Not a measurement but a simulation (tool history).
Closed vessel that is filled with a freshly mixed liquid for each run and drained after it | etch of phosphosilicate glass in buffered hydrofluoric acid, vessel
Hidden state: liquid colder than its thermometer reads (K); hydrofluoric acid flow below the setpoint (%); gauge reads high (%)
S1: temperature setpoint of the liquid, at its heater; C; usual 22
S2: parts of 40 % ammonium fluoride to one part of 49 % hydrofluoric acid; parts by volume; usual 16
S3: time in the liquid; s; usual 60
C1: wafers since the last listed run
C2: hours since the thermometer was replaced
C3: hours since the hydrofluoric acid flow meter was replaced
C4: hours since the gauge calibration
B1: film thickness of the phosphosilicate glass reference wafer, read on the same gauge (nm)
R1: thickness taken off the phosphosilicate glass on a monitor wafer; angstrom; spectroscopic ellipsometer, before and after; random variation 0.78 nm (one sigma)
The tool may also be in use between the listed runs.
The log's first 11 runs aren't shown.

At hour 266.1: thermometer replaced.
Run 12, hour 280: usual settings but S3 50 s; C1 2134; C2 13.9; C3 1341.3; C4 60.8; B1 80.01. Result: R1 1059.7 angstrom.
Run 13, hour 295.2: usual settings but S3 50 s; C1 1782; C2 29.1; C3 1356.5; C4 76; B1 79.98. Result: R1 1066 angstrom.
Run 14, hour 313.1: usual settings but S1 19.5 C, S3 35 s; C1 2099; C2 47; C3 1374.4; C4 93.9; B1 80.01. Result: R1 644.3 angstrom.
Run 15, hour 333.9: usual settings but S1 19.5 C, S3 35 s; C1 2439; C2 67.8; C3 1395.2; C4 114.7; B1 79.98. Result: R1 646.7 angstrom.
Run 16, hour 347.3: usual settings; C1 1571; C2 81.2; C3 1408.6; C4 128.1; B1 79.99. Result: R1 1271.4 angstrom.
Run 17, hour 368: usual settings but S1 17 C, S2 22 parts by volume, S3 30 s; C1 2427; C2 101.9; C3 1429.3; C4 148.8; B1 79.98. Result: R1 373.5 angstrom.
Run 18, hour 384: usual settings; C1 1876; C2 117.9; C3 1445.3; C4 164.8; B1 79.98. Result: R1 1258.2 angstrom.
Run 19, hour 419.2: usual settings but S2 10.5 parts by volume; C1 4128; C2 153.1; C3 1480.5; C4 200; B1 80.04. Result: R1 1924.7 angstrom.
Run 20, hour 434.8: usual settings but S2 18.5 parts by volume, S3 90 s; C1 1829; C2 168.7; C3 1496.1; C4 215.6; B1 79.97. Result: R1 1659.9 angstrom.
Run 21, hour 446.9: usual settings; C1 1419; C2 180.8; C3 1508.2; C4 227.7; B1 80.02. Result: R1 1267.4 angstrom.
Run 22, hour 472.6: usual settings but S2 22.5 parts by volume; C1 3014; C2 206.5; C3 1533.9; C4 253.4; B1 79.98. Result: R1 970.1 angstrom.
Run 23, hour 489.9: usual settings; C1 2029; C2 223.8; C3 1551.2; C4 270.7; B1 80.02. Result: R1 1261.8 angstrom.
At hour 503.7: hydrofluoric acid flow meter replaced.
Run 24, hour 513.3: usual settings but S2 14 parts by volume, S3 35 s; C1 2627; C2 247.2; C3 9.6; C4 294.1; B1 80.01. Result: R1 939.1 angstrom.
Run 25, hour 531.9: usual settings but S1 26.5 C, S2 11 parts by volume, S3 35 s; C1 2181; C2 265.8; C3 28.2; C4 312.7; B1 80. Result: R1 1508.5 angstrom.
Run 26, hour 547.3: usual settings; C1 1806; C2 281.2; C3 43.6; C4 328.1; B1 80. Result: R1 1392.8 angstrom.
Run 27, hour 573.9: usual settings but S3 30 s; C1 3119; C2 307.8; C3 70.2; C4 354.7; B1 80.02. Result: R1 697.3 angstrom.
Run 28, hour 601.7: usual settings but S1 27 C, S2 12 parts by volume, S3 40 s; C1 3260; C2 335.6; C3 98; C4 382.5; B1 80.04. Result: R1 1612.2 angstrom.
Run 29, hour 624.6: usual settings; C1 2685; C2 358.5; C3 120.9; C4 405.4; B1 80.03. Result: R1 1389 angstrom.
Run 30, hour 644.1: usual settings; C1 2287; C2 378; C3 140.4; C4 424.9; B1 79.99. Result: R1 1390.5 angstrom.
Run 31, hour 662.8: usual settings but S1 23.5 C, S2 13.5 parts by volume; C1 2193; C2 396.7; C3 159.1; C4 443.6; B1 79.94. Result: R1 1797.5 angstrom.
Run 32, hour 676.2: usual settings but S1 25.5 C, S3 30 s; C1 1571; C2 410.1; C3 172.5; C4 457; B1 80.01. Result: R1 831.4 angstrom.

Forecast each of these 4 alternatives for the next run:
Run A, hour 676.9: usual settings but S2 14 parts by volume; C1 82; C2 410.8; C3 173.2; C4 457.7; B1 ?. Result: R1 ?.
Run B, hour 676.9: usual settings but S1 27 C, S2 22 parts by volume, S3 40 s; C1 82; C2 410.8; C3 173.2; C4 457.7; B1 ?. Result: R1 ?.
Run C, hour 676.9: usual settings but S1 24.5 C, S2 11.5 parts by volume, S3 95 s; C1 82; C2 410.8; C3 173.2; C4 457.7; B1 ?. Result: R1 ?.
Run D, hour 676.9: usual settings but S2 12 parts by volume, S3 40 s; C1 82; C2 410.8; C3 173.2; C4 457.7; B1 ?. Result: R1 ?.

run     B1      R1
  A  79.99  1562.6
  B  79.99   908.6
  C  79.99  3440.8
  D  79.99  1211.7
Without the tool's hidden state the same runs would have given:
run      R1
  A    1600
  B   923.7
  C  3522.6
  D  1240.6
